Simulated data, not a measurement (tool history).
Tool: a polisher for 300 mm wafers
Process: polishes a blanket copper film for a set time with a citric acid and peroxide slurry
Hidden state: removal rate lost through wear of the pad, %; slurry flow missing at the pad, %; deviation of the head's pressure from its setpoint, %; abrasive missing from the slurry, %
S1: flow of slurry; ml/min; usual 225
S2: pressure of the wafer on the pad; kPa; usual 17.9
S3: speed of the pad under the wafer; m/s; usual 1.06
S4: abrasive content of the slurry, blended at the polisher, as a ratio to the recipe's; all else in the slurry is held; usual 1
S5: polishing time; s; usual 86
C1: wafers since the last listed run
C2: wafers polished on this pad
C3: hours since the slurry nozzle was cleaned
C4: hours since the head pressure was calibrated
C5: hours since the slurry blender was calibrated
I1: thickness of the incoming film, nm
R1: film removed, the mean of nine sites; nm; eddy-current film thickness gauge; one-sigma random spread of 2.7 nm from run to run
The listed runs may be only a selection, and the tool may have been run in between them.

| run | hour | S1 | S2 | S3 | S4 | S5 | C1 | C2 | C3 | C4 | C5 | I1 | R1 |
|---|---|---|---|---|---|---|---|---|---|---|---|---|---|
| 1 | 0 | 195 | 17.9 | 1.3 | 1 | 86 | 0 | 1608 | 624 | 1368.8 | 153.9 | 917.9 | 218 |
| 2 | 26.9 | 225 | 17.9 | 1.06 | 1 | 86 | 273 | 1881 | 650.9 | 1395.7 | 180.8 | 905.6 | 176.1 |
|  | 40.5 | worn pad replaced by a new one |
| 3 | 41 | 225 | 17.9 | 1.06 | 1 | 86 | 102 | 5 | 665 | 1409.8 | 194.9 | 928.5 | 176.5 |
| 4 | 68.6 | 225 | 17.9 | 1.06 | 1 | 86 | 280 | 285 | 692.6 | 1437.4 | 222.5 | 905.9 | 174.1 |
| 5 | 89 | 225 | 17.9 | 1.06 | 1 | 86 | 207 | 492 | 713 | 1457.8 | 242.9 | 928 | 171.8 |
|  | 119 | head pressure recalibrated |
| 6 | 124.3 | 285 | 17.9 | 1.06 | 1 | 86 | 338 | 831 | 748.3 | 5.3 | 278.2 | 910.1 | 174.1 |
| 7 | 148.1 | 285 | 17.9 | 1.06 | 1 | 86 | 241 | 1072 | 772.1 | 29.1 | 302 | 930 | 178.6 |
|  | 149.7 | slurry nozzle cleaned |
| 8 | 163.1 | 225 | 17.9 | 1.06 | 1 | 86 | 142 | 1215 | 13.4 | 44.1 | 317 | 911.9 | 171 |
| 9 | 189.8 | 225 | 17.9 | 1.06 | 1 | 86 | 271 | 1486 | 40.1 | 70.8 | 343.7 | 907.5 | 165.1 |
| 10 | 209.8 | 225 | 17.9 | 1.06 | 1 | 86 | 203 | 1689 | 60.1 | 90.8 | 363.7 | 923.9 | 168.5 |
|  | 239.5 | slurry blender recalibrated |
| 11 | 240.3 | 225 | 17.9 | 1.06 | 1 | 86 | 289 | 1979 | 90.6 | 121.3 | 0.8 | 905.1 | 152.3 |
|  | 271.3 | worn pad replaced by a new one |
| 12 | 271.8 | 225 | 17.9 | 0.9 | 1 | 86 | 279 | 4 | 122.1 | 152.8 | 32.3 | 927 | 126.8 |
| 13 | 292.1 | 260 | 22.1 | 1.18 | 1 | 95 | 206 | 210 | 142.4 | 173.1 | 52.6 | 905.8 | 228 |
| 14 | 391.2 | 225 | 17.9 | 1.06 | 1 | 86 | 1006 | 1217 | 241.5 | 272.2 | 151.7 | 914.7 | 139.4 |
|  | 424 | slurry blender recalibrated, repeated, since the last time left the tool worse |
|  | 457.5 | worn pad replaced by a new one |
| 15 | 460.1 | 225 | 13.8 | 1.06 | 1 | 86 | 638 | 26 | 310.4 | 341.1 | 36.1 | 904.8 | 143.4 |
| 16 | 483.2 | 225 | 15.9 | 1.06 | 1 | 86 | 234 | 260 | 333.5 | 364.2 | 59.2 | 917.5 | 159.2 |
| 17 | 495.6 | 225 | 20 | 1.06 | 0.75 | 70 | 125 | 386 | 345.9 | 376.6 | 71.6 | 905.7 | 145.3 |
| 18 | 520.4 | 150 | 17.9 | 0.76 | 1 | 86 | 251 | 638 | 370.7 | 401.4 | 96.4 | 910.2 | 121.8 |
| 19 | 554.1 | 225 | 17.9 | 1.06 | 1 | 86 | 342 | 981 | 404.4 | 435.1 | 130.1 | 933.2 | 176.5 |
| 20 | 576.1 | 225 | 17.9 | 1.06 | 1.2 | 71 | 223 | 1204 | 426.4 | 457.1 | 152.1 | 920.6 | 155.8 |
| 21 | 599.2 | 260 | 12.4 | 0.92 | 1 | 115 | 234 | 1439 | 449.5 | 480.2 | 175.2 | 910 | 143.9 |
| 22 | 628.9 | 225 | 17.9 | 1.06 | 1 | 86 | 301 | 1740 | 479.2 | 509.9 | 204.9 | 903.2 | 172.3 |
| 23 | 648.2 | 275 | 17.9 | 1.06 | 0.75 | 73 | 196 | 1936 | 498.5 | 529.2 | 224.2 | 916.2 | 129.9 |
| 24 | 660.6 | 225 | 14.5 | 0.82 | 1 | 96 | 125 | 2062 | 510.9 | 541.6 | 236.6 | 923.6 | 121.6 |
|  | 673.7 | worn pad replaced by a new one |
| 25 | 687.6 | 225 | 17.9 | 1.06 | 1 | 86 | 233 | 141 | 537.9 | 568.6 | 263.6 | 921.5 | 174.5 |
| 26 | 722.6 | 155 | 14.5 | 1.3 | 0.8 | 86 | 355 | 496 | 572.9 | 603.6 | 298.6 | 911.2 | 148.6 |
| 27 | 746.7 | 225 | 17.9 | 1.06 | 1 | 113 | 244 | 741 | 597 | 627.7 | 322.7 | 924.3 | 226.5 |
| 28 | 769.1 | 275 | 20 | 1.36 | 1 | 86 | 227 | 969 | 619.4 | 650.1 | 345.1 | 940 | 242.9 |
| 29 | 787.2 | 290 | 17.9 | 0.78 | 0.85 | 100 | 183 | 1153 | 637.5 | 668.2 | 363.2 | 927.9 | 140.1 |
| 30 | 812.5 | 225 | 13.8 | 1.06 | 1.1 | 86 | 256 | 1410 | 662.8 | 693.5 | 388.5 | 912.2 | 129.6 |
|  | 830.4 | slurry blender recalibrated |
| 31 | 845.7 | 260 | 17.9 | 1.06 | 1 | 112 | 316 | 1726 | 696 | 726.7 | 15.3 | 899.6 | 238.5 |

Hidden state at the last listed run before each entry between runs and at the first one after, where it differs:
Logged between run 2 and run 3: worn pad replaced by a new one (hour 40.5)
  abrasive missing from the slurry, %: 11.4 -> 12.2
  difference, measured minus the result without the unlogged condition, R1: -8.3 -> -9 nm
Logged between run 5 and run 6: head pressure recalibrated (hour 119)
  abrasive missing from the slurry, %: 15 -> 17
  difference, measured minus the result without the unlogged condition, R1: -11 -> -13 nm
Logged between run 7 and run 8: slurry nozzle cleaned (hour 149.7)
  abrasive missing from the slurry, %: 18.4 -> 19.3
  difference, measured minus the result without the unlogged condition, R1: -14.6 -> -14.8 nm
Logged between run 10 and run 11: slurry blender recalibrated (hour 239.5)
  abrasive missing from the slurry, %: 22 -> 35.2
  difference, measured minus the result without the unlogged condition, R1: -17.3 -> -30.9 nm
Logged between run 11 and run 12: worn pad replaced by a new one (hour 271.3)
  abrasive missing from the slurry, %: 35.2 -> 37
  difference, measured minus the result without the unlogged condition, R1: -30.9 -> -28 nm
Logged between run 14 and run 15: slurry blender recalibrated, repeated, since the last time left the tool worse (hour 424); worn pad replaced by a new one (hour 457.5)
  abrasive missing from the slurry, %: 43.9 -> 3.71
  difference, measured minus the result without the unlogged condition, R1: -43 -> -2 nm
Logged between run 24 and run 25: worn pad replaced by a new one (hour 673.7)
  abrasive missing from the slurry, %: 15.3 -> 16.8
  difference, measured minus the result without the unlogged condition, R1: -7.9 -> -12.7 nm
Logged between run 30 and run 31: slurry blender recalibrated (hour 830.4)
  abrasive missing from the slurry, %: 24 -> 6.96
  difference, measured minus the result without the unlogged condition, R1: -15.2 -> -6.4 nm

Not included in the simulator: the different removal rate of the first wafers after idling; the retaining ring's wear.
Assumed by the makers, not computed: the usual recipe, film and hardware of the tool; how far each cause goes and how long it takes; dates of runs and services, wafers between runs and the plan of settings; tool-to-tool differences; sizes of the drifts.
